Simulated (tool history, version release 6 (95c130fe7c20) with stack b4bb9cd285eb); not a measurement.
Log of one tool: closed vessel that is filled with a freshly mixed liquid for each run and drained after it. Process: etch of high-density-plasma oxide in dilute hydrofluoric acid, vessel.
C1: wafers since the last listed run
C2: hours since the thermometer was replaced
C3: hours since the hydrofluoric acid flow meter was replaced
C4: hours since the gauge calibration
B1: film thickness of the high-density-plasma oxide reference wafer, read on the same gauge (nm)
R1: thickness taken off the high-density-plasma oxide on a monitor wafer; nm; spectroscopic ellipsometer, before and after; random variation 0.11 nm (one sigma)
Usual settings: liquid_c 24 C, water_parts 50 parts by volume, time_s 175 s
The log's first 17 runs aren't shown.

Run 18, hour 1311: usual settings but liquid_c 22.5 C, time_s 230 s; C1 4548; C2 635.1; C3 634.8; C4 1981.7; B1 110.01. Result: R1 30.22 nm.
Run 19, hour 1370.1: usual settings but liquid_c 25.5 C, water_parts 65 parts by volume, time_s 75 s; C1 4643; C2 694.2; C3 693.9; C4 2040.8; B1 110.04. Result: R1 8.38 nm.
Run 20, hour 1409.7: usual settings but liquid_c 28.5 C, water_parts 35 parts by volume, time_s 125 s; C1 3111; C2 733.8; C3 733.5; C4 2080.4; B1 110.01. Result: R1 30.73 nm.
At hour 1420.5: gauge calibrated.
Run 21, hour 1497.4: usual settings but water_parts 30 parts by volume; C1 6890; C2 821.5; C3 821.2; C4 76.9; B1 110.01. Result: R1 41.72 nm.
Run 22, hour 1580.1: usual settings but liquid_c 28 C; C1 6497; C2 904.2; C3 903.9; C4 159.6; B1 110.02. Result: R1 28.72 nm.
Run 23, hour 1666.2: usual settings but liquid_c 29 C, water_parts 40 parts by volume; C1 6764; C2 990.3; C3 990; C4 245.7; B1 110. Result: R1 37.85 nm.
Run 24, hour 1720.3: usual settings but liquid_c 28.5 C, time_s 110 s; C1 4250; C2 1044.4; C3 1044.1; C4 299.8; B1 110. Result: R1 18.39 nm.
Run 25, hour 1764.6: usual settings; C1 3480; C2 1088.7; C3 1088.4; C4 344.1; B1 109.99. Result: R1 24.43 nm.
Run 26, hour 1939.3: usual settings; C1 13725; C2 1263.4; C3 1263.1; C4 518.8; B1 109.98. Result: R1 24.64 nm.
Run 27, hour 2044.4: usual settings; C1 8257; C2 1368.5; C3 1368.2; C4 623.9; B1 110.02. Result: R1 24.55 nm.
At hour 2064.1: hydrofluoric acid flow meter replaced.
Run 28, hour 2149.9: usual settings but liquid_c 22 C, water_parts 40 parts by volume; C1 8210; C2 1474; C3 85.8; C4 729.4; B1 110. Result: R1 28.39 nm.
Run 29, hour 2221.7: usual settings; C1 5640; C2 1545.8; C3 157.6; C4 801.2; B1 109.99. Result: R1 24.59 nm.
Run 30, hour 2279.8: usual settings but liquid_c 25.5 C, water_parts 40 parts by volume, time_s 235 s; C1 4564; C2 1603.9; C3 215.7; C4 859.3; B1 109.98. Result: R1 44.32 nm.
Run 31, hour 2350.7: usual settings but liquid_c 22.5 C, water_parts 40 parts by volume, time_s 145 s; C1 5570; C2 1674.8; C3 286.6; C4 930.2; B1 110. Result: R1 24.31 nm.

5 ways to go on from here, each from the tool as it stands after run 31. What would each give?
Run A, hour 2351.4: usual settings; C1 54; C2 1675.5; C3 287.3; C4 930.9; B1 ?. Result: R1 ?.
Run B, hour 2351.4: usual settings but liquid_c 29 C, water_parts 30 parts by volume, time_s 210 s; C1 54; C2 1675.5; C3 287.3; C4 930.9; B1 ?. Result: R1 ?.
Run C, hour 2351.4: usual settings but liquid_c 26 C, time_s 235 s; C1 54; C2 1675.5; C3 287.3; C4 930.9; B1 ?. Result: R1 ?.
Run D, hour 2351.4: usual settings but liquid_c 28 C, water_parts 40 parts by volume; C1 54; C2 1675.5; C3 287.3; C4 930.9; B1 ?. Result: R1 ?.
Run E, hour 2351.4: usual settings but liquid_c 26 C, time_s 210 s; C1 54; C2 1675.5; C3 287.3; C4 930.9; B1 ?. Result: R1 ?.

run   B1     R1
  A  110  24.46
  B  110  61.71
  C  110  35.65
  D  110  36.49
  E  110  31.85
Without the tool's hidden state the same runs would have given:
run     R1
  A  24.46
  B  61.71
  C  35.65
  D  36.49
  E  31.85
